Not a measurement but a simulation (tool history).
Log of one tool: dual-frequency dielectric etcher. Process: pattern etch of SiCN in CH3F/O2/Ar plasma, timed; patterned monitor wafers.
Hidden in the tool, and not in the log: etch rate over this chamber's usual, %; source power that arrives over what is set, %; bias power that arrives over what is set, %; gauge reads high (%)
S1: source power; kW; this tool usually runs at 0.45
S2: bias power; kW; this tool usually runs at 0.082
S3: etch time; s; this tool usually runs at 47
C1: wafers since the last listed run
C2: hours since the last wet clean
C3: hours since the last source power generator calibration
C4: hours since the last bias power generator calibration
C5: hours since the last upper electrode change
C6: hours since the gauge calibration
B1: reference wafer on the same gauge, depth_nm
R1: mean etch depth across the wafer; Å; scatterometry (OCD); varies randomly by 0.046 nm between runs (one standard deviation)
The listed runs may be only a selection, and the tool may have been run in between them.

run 1 hour=0 | S1=0.45 S2=0.097 S3=47 | C1=0 C2=300.7 C3=2697.1 C4=3821.2 C5=4503.5 C6=130.7 | B1=16.01 | R1=217.8
run 2 hour=47.4 | S1=0.45 S2=0.097 S3=47 | C1=516 C2=348.1 C3=2744.5 C4=3868.6 C5=4550.9 C6=178.1 | B1=16 | R1=217.7
run 3 hour=92.1 | S1=0.45 S2=0.097 S3=47 | C1=486 C2=392.8 C3=2789.2 C4=3913.3 C5=4595.6 C6=222.8 | B1=16 | R1=218.7
run 4 hour=152 | S1=0.45 S2=0.076 S3=47 | C1=652 C2=452.7 C3=2849.1 C4=3973.2 C5=4655.5 C6=282.7 | B1=16 | R1=202.9
-- hour=233.6 wet clean of the chamber
run 5 hour=234.1 | S1=0.45 S2=0.082 S3=43 | C1=632 C2=0.5 C3=2931.2 C4=4055.3 C5=4737.6 C6=364.8 | B1=16.01 | R1=187
run 6 hour=277.2 | S1=0.45 S2=0.082 S3=43 | C1=469 C2=43.6 C3=2974.3 C4=4098.4 C5=4780.7 C6=407.9 | B1=15.99 | R1=186.7
run 7 hour=404.5 | S1=0.45 S2=0.07 S3=47 | C1=1386 C2=170.9 C3=3101.6 C4=4225.7 C5=4908 C6=535.2 | B1=16 | R1=196.6
run 8 hour=459.5 | S1=0.45 S2=0.07 S3=47 | C1=599 C2=225.9 C3=3156.6 C4=4280.7 C5=4963 C6=590.2 | B1=16 | R1=198
run 9 hour=508.7 | S1=0.45 S2=0.082 S3=47 | C1=535 C2=275.1 C3=3205.8 C4=4329.9 C5=5012.2 C6=639.4 | B1=16 | R1=208.9
run 10 hour=578.5 | S1=0.45 S2=0.082 S3=47 | C1=760 C2=344.9 C3=3275.6 C4=4399.7 C5=5082 C6=709.2 | B1=16 | R1=210.2
-- hour=598 source power generator calibrated
run 11 hour=645.3 | S1=0.39 S2=0.082 S3=47 | C1=684 C2=411.7 C3=47.3 C4=4466.5 C5=5148.8 C6=776 | B1=16 | R1=190.5
-- hour=671.5 wet clean of the chamber
run 12 hour=675.2 | S1=0.39 S2=0.082 S3=47 | C1=64 C2=3.7 C3=77.2 C4=4496.4 C5=5178.7 C6=805.9 | B1=16 | R1=184.1
-- hour=714.8 bias power generator calibrated
run 13 hour=740.9 | S1=0.45 S2=0.075 S3=39 | C1=672 C2=69.4 C3=142.9 C4=26.1 C5=5244.4 C6=871.6 | B1=16.01 | R1=160.3
-- hour=756.5 gauge calibrated
run 14 hour=764.9 | S1=0.45 S2=0.082 S3=47 | C1=261 C2=93.4 C3=166.9 C4=50.1 C5=5268.4 C6=8.4 | B1=15.99 | R1=199.2
run 15 hour=810.9 | S1=0.45 S2=0.082 S3=47 | C1=501 C2=139.4 C3=212.9 C4=96.1 C5=5314.4 C6=54.4 | B1=16 | R1=199.2
run 16 hour=838.1 | S1=0.37 S2=0.082 S3=52.5 | C1=296 C2=166.6 C3=240.1 C4=123.3 C5=5341.6 C6=81.6 | B1=16 | R1=203
run 17 hour=886 | S1=0.45 S2=0.082 S3=47 | C1=521 C2=214.5 C3=288 C4=171.2 C5=5389.5 C6=129.5 | B1=16 | R1=201.5

Run 18 is up next; what results do you expect?
run 18 hour=956.2 | S1=0.45 S2=0.082 S3=34.5 | C1=764 C2=284.7 C3=358.2 C4=241.4 C5=5459.7 C6=199.7 | B1=? | R1=?

B1: 16
R1: 147.4 Å
Take away the tool's hidden state, keep the run-to-run variation as it was, and the same run would have given R1 145.3 Å.
